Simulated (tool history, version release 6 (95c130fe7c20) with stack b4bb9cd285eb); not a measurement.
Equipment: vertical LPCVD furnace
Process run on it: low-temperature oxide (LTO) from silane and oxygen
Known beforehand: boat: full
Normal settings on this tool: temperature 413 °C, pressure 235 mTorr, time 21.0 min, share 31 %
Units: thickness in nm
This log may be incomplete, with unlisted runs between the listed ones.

run    hour  temperature  pressure  time  share  wafers since the last listed run  hours since the last temperature calibration  hours since the pressure gauge was zeroed  hours since the silane flow controller was replaced  hours since the gauge calibration  read-back reference wafer on the same gauge, thickness  thickness
  1     0.0          413       190  21.0     31                                 0                                        1414.2                                      750.9                                               2181.6                              448.7                                                  188.08     142.29
  2    92.4          413       190  21.0     31                              1471                                        1506.6                                      843.3                                               2274.0                              541.1                                                  188.25     143.39
  3   190.9          413       190  21.0     31                              1568                                        1605.1                                      941.8                                               2372.5                              639.6                                                  187.87     144.02
  4   298.1          413       235  21.0     31                              1706                                        1712.3                                     1049.0                                               2479.7                              746.8                                                  187.92     179.15
  5   396.4          413       235  21.0     31                              1565                                        1810.6                                     1147.3                                               2578.0                              845.1                                                  187.91     179.62
  6   455.3          413       235  21.0     31                               937                                        1869.5                                     1206.2                                               2636.9                              904.0                                                  188.01     179.43
  7   539.7          413       235  21.0     29                              1343                                        1953.9                                     1290.6                                               2721.3                              988.4                                                  188.35     164.18
  8   577.4          413       235  21.0     29                               600                                        1991.6                                     1328.3                                               2759.0                             1026.1                                                  188.24     165.33
      626.8  -- gauge calibrated
  9   667.0          413       235  21.0     29                              1426                                        2081.2                                     1417.9                                               2848.6                               40.2                                                  187.96     166.34
 10   771.0          413       235  21.0     28                              1655                                        2185.2                                     1521.9                                               2952.6                              144.2                                                  188.20     156.72
 11   828.7          413       235  21.0     28                               918                                        2242.9                                     1579.6                                               3010.3                              201.9                                                  187.84     159.79
 12   910.5          413       235  21.0     31                              1302                                        2324.7                                     1661.4                                               3092.1                              283.7                                                  188.14     182.90
      980.7  -- silane flow controller replaced
 13   990.9          413       255  27.5     31                               897                                        2405.1                                     1741.8                                                 10.2                              364.1                                                  187.83     248.19
 14  1036.2          413       255  27.5     31                               721                                        2450.4                                     1787.1                                                 55.5                              409.4                                                  187.97     249.70
 15  1133.3          413       255  27.5     31                              1545                                        2547.5                                     1884.2                                                152.6                              506.5                                                  187.85     250.87
 16  1199.9          413       235  21.0     36                              1060                                        2614.1                                     1950.8                                                219.2                              573.1                                                  188.08     215.76
     1247.0  -- pressure gauge zeroed
 17  1254.0          413       235  26.0     26                               479                                        2668.2                                        7.0                                                273.3                              627.2                                                  187.88     168.61
 18  1345.6          413       235  15.0     31                              1458                                        2759.8                                       98.6                                                364.9                              718.8                                                  188.03     125.77
 19  1388.7          413       235  21.0     31                               686                                        2802.9                                      141.7                                                408.0                              761.9                                                  188.26     176.46
     1486.6  -- thermocouples replaced and temperature profile calibrated
 20  1487.1          413       235  21.0     31                              1184                                           0.5                                      240.1                                                506.4                              860.3                                                  187.94     170.07
 21  1555.7          421       215  21.0     31                              1092                                          69.1                                      308.7                                                575.0                              928.9                                                  188.25     169.71
 22  1601.0          420       235  21.0     36                               721                                         114.4                                      354.0                                                620.3                              974.2                                                  187.96     223.70
 23  1642.0          413       235  13.5     33                               652                                         155.4                                      395.0                                                661.3                             1015.2                                                  187.75     118.41
 24  1730.4          413       235  21.0     31                              1407                                         243.8                                      483.4                                                749.7                             1103.6                                                  188.09     169.67
     1760.6  -- gauge calibrated
 25  1836.5          413       235  26.0     31                              1689                                         349.9                                      589.5                                                855.8                               75.9                                                  187.95     210.29
 26  1932.3          417       195  21.0     31                              1525                                         445.7                                      685.3                                                951.6                              171.7                                                  188.15     148.02
 27  1974.9          403       235  15.5     28                               678                                         488.3                                      727.9                                                994.2                              214.3                                                  187.83      96.91
 28  2014.3          413       235  21.0     31                               627                                         527.7                                      767.3                                               1033.6                              253.7                                                  187.93     171.30

Consider 3 possible next runs. They are alternatives, not a sequence: every one starts from the tool as it was left by run 28. What does each give?
  A  2018.4          402       235  21.0     31                                65                                         531.8                                      771.4                                               1037.7                              257.8                                                       ?          ?
  B  2018.4          413       235  29.5     31                                65                                         531.8                                      771.4                                               1037.7                              257.8                                                       ?          ?
  C  2018.4          417       235  18.5     31                                65                                         531.8                                      771.4                                               1037.7                              257.8                                                       ?          ?

run  read-back reference wafer on the same gauge, thickness  thickness
  A                                                  188.02     150.95
  B                                                  188.02     240.44
  C                                                  188.02     157.63
Without the tool's hidden state the same runs would have given:
run  thickness
  A     147.95
  B     235.81
  C     154.63
